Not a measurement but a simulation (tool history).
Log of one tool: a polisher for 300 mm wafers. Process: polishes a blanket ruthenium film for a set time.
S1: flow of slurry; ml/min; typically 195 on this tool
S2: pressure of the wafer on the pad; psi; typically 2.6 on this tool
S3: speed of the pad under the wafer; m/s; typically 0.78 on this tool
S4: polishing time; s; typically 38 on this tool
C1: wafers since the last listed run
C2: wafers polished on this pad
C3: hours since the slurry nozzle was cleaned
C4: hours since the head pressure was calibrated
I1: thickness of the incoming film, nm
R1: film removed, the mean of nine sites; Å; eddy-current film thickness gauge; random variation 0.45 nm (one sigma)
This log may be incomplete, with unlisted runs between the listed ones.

run     day   S1   S2    S3  S4   C1   C2     C3      C4     I1   R1
  1       0  195  2.6  0.78  38    0  263     20  1067.3  270.9  388
  2   0.604  195  2.6  0.78  38  158  421   34.5  1081.8  275.8  382
  3   1.592  195  2.6  0.78  38  259  680   58.2  1105.5    267  373
      2.383  -- worn pad replaced by a new one
  4   2.808  195  2.6  0.78  38  275  111   87.4  1134.7  270.3  385
  5   3.679  195  2.6  0.78  38  228  339  108.3  1155.6  275.1  369
  6   4.233  195  2.6  0.78  38  145  484  121.6  1168.9  264.5  375
  7   5.317  195  2.6  0.78  38  284  769  147.6  1194.9  272.4  371
      6.567  -- worn pad replaced by a new one
  8   6.596  175  2.9   0.6  38  291    8  178.3  1225.6  271.6  306
      6.975  -- slurry nozzle cleaned
  9   8.038  195  1.9  0.92  38  367  375   25.5  1260.2  270.6  339
      9.267  -- head pressure recalibrated
 10   9.312  215    2  1.04  32  312  687   56.1     1.1  269.9  328
     10.192  -- worn pad replaced by a new one
 11  10.617  195  3.3  1.04  38  298  111   87.4    32.4  275.3  638
 12  11.367  195  1.9  0.94  38  196  308  105.4    50.4    269  329
 13  12.708  195  2.6  0.78  38  351  660  137.6    82.6  273.1  367
     13.512  -- worn pad replaced by a new one
 14  16.238  195  2.6  0.78  38  881  714  222.3   167.3  268.6  363

Here are 3 independent what-if runs from the current tool condition. What would each one return?
  A  16.254  195  2.9  0.78  38   4  719  222.7  167.7  268.3   ?
  B  16.254  150  2.6   0.9  38   4  719  222.7  167.7  268.3   ?
  C  16.254  260  2.6  0.78  38   4  719  222.7  167.7  268.3   ?

run   R1
  A  409
  B  404
  C  383
With no hidden state in the tool, these same runs would have given:
run   R1
  A  438
  B  438
  C  404

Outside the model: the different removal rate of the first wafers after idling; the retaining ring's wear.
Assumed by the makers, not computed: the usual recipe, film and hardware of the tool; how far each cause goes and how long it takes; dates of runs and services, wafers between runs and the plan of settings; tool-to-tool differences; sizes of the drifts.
